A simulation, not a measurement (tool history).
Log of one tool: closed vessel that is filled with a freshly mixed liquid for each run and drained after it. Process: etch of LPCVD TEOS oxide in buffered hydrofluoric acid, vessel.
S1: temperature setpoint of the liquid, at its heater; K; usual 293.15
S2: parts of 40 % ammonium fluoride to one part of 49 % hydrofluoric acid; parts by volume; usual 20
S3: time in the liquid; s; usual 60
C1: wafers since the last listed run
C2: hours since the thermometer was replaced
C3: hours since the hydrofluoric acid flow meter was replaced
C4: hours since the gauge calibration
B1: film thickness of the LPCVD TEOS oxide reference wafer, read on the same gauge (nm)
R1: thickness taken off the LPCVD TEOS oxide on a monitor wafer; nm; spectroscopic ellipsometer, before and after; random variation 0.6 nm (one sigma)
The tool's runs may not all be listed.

run	hour	S1	S2	S3	C1	C2	C3	C4	B1	R1
1	0	293.15	20	60	0	2657.1	397.3	733	119.99	53.46
2	12.3	293.15	20	60	1080	2669.4	409.6	745.3	120.02	54.47
3	31.4	293.15	20	60	1677	2688.5	428.7	764.4	120	53.45
# hour 41.2: gauge calibrated
# hour 100.2: hydrofluoric acid flow meter replaced
4	133.1	293.15	20	60	8844	2790.2	32.9	91.9	120.01	56.97
5	160.3	293.15	20	60	2389	2817.4	60.1	119.1	120.01	56.59
6	173.9	293.15	20	65	1194	2831	73.7	132.7	119.99	61.74
7	191.1	293.15	20	65	1510	2848.2	90.9	149.9	120.01	60.72
8	279.6	293.15	20	65	7773	2936.7	179.4	238.4	119.99	59.25
9	294.8	293.15	20	50	1335	2951.9	194.6	253.6	120	45.82
10	308.1	293.15	14	60	1168	2965.2	207.9	266.9	119.99	77.71
11	337.9	293.15	20	60	2617	2995	237.7	296.7	119.99	54.83
12	360.3	293.15	20	60	1967	3017.4	260.1	319.1	120.01	54.38
13	444	293.15	24.5	60	7351	3101.1	343.8	402.8	120.02	46.72
14	466.5	295.15	22	60	1976	3123.6	366.3	425.3	120.01	55.65
15	496	293.15	20	60	2591	3153.1	395.8	454.8	119.99	52.66
16	514.6	293.15	20	60	1633	3171.7	414.4	473.4	120.01	52.08
# hour 537.5: thermometer replaced
17	547.3	292.15	20	60	2784	9.8	447.1	506.1	120.01	57.93
# hour 622.3: hydrofluoric acid flow meter replaced
18	646.3	293.15	16.5	35	8607	108.8	24	605.1	120.02	45.59
19	715.6	293.15	20	65	6086	178.1	93.3	674.4	120.01	69.59
# hour 719.1: gauge calibrated
20	748.6	293.15	20	60	2898	211.1	126.3	29.5	120	64.18
21	779.6	297.15	15	50	2722	242.1	157.3	60.5	120	87.39
22	798.7	290.15	14.5	60	1677	261.2	176.4	79.6	120.01	72.72
23	824.7	293.15	20	85	2283	287.2	202.4	105.6	120	90.03
24	855.9	294.65	13	35	2740	318.4	233.6	136.8	120.02	58.74
25	880.6	293.15	27	60	2169	343.1	258.3	161.5	119.99	50.09
26	893.1	295.15	12.5	60	1097	355.6	270.8	174	119.99	108.9
27	915	290.15	20	60	1923	377.5	292.7	195.9	120.03	51.32
28	934.4	293.15	23.5	60	1703	396.9	312.1	215.3	120.01	54.75
29	965.3	293.15	20	65	2714	427.8	343	246.2	120.01	65.11
30	980.6	293.15	20	60	1343	443.1	358.3	261.5	120	61.64
31	1011.4	297.65	13	30	2705	473.9	389.1	292.3	119.97	57.32
32	1040.6	290.15	27	50	2564	503.1	418.3	321.5	120.01	34.23
33	1057	293.15	20	60	1440	519.5	434.7	337.9	120.01	59.93
34	1091.4	293.15	20	60	3021	553.9	469.1	372.3	120.01	58.82

Forecast each of these 3 alternatives for the next run:
A	1092.1	293.15	23	60	61	554.6	469.8	373	?	?
B	1092.1	290.65	14.5	60	61	554.6	469.8	373	?	?
C	1092.1	297.65	18	60	61	554.6	469.8	373	?	?

run	B1	R1
A	120.01	53.57
B	120.01	68.06
C	120.01	81.47
Without the tool's hidden state the same runs would have given:
run	R1
A	59.58
B	78.22
C	93.38
